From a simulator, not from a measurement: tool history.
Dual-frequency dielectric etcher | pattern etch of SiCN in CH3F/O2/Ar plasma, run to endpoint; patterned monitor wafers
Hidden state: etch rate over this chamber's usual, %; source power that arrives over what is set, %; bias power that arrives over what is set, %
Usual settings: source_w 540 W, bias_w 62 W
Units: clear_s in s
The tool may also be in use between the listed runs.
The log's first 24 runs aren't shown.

| run | day | source_w | bias_w | wafers since the last listed run | hours since the last wet clean | hours since the last source power generator calibration | hours since the last bias power generator calibration | hours since the last upper electrode change | incoming incoming film thickness, nm | clear_s |
|---|---|---|---|---|---|---|---|---|---|---|
|  | 24.112 | wet clean of the chamber |
| 25 | 25.854 | 660 | 55 | 1150 | 41.8 | 277.4 | 107.1 | 141.3 | 10.52 | 24.3 |
| 26 | 29.488 | 540 | 62 | 1529 | 129.0 | 364.6 | 194.3 | 228.5 | 10.46 | 25.3 |
| 27 | 30.779 | 490 | 75 | 543 | 160.0 | 395.6 | 225.3 | 259.5 | 10.55 | 24.6 |
| 28 | 31.529 | 640 | 62 | 315 | 178.0 | 413.6 | 243.3 | 277.5 | 10.53 | 24.1 |
| 29 | 32.900 | 490 | 75 | 577 | 210.9 | 446.5 | 276.2 | 310.4 | 10.53 | 24.8 |
| 30 | 34.196 | 490 | 62 | 545 | 242.0 | 477.6 | 307.3 | 341.5 | 10.44 | 26.4 |
| 31 | 35.650 | 540 | 62 | 612 | 276.9 | 512.5 | 342.2 | 376.4 | 10.53 | 25.5 |
| 32 | 36.462 | 420 | 49 | 342 | 296.4 | 532.0 | 361.7 | 395.9 | 10.51 | 30.1 |

3 ways to go on from here, each from the tool as it stands after run 32. What would each give?
| A | 36.479 | 540 | 62 | 7 | 296.8 | 532.4 | 362.1 | 396.3 | 10.53 | ? |
| B | 36.479 | 410 | 52 | 7 | 296.8 | 532.4 | 362.1 | 396.3 | 10.53 | ? |
| C | 36.479 | 430 | 62 | 7 | 296.8 | 532.4 | 362.1 | 396.3 | 10.53 | ? |

| run | clear_s |
|---|---|
| A | 25.4 |
| B | 29.8 |
| C | 27.6 |
Without the tool's hidden state the same runs would have given:
| run | clear_s |
|---|---|
| A | 24.8 |
| B | 29.0 |
| C | 27.0 |
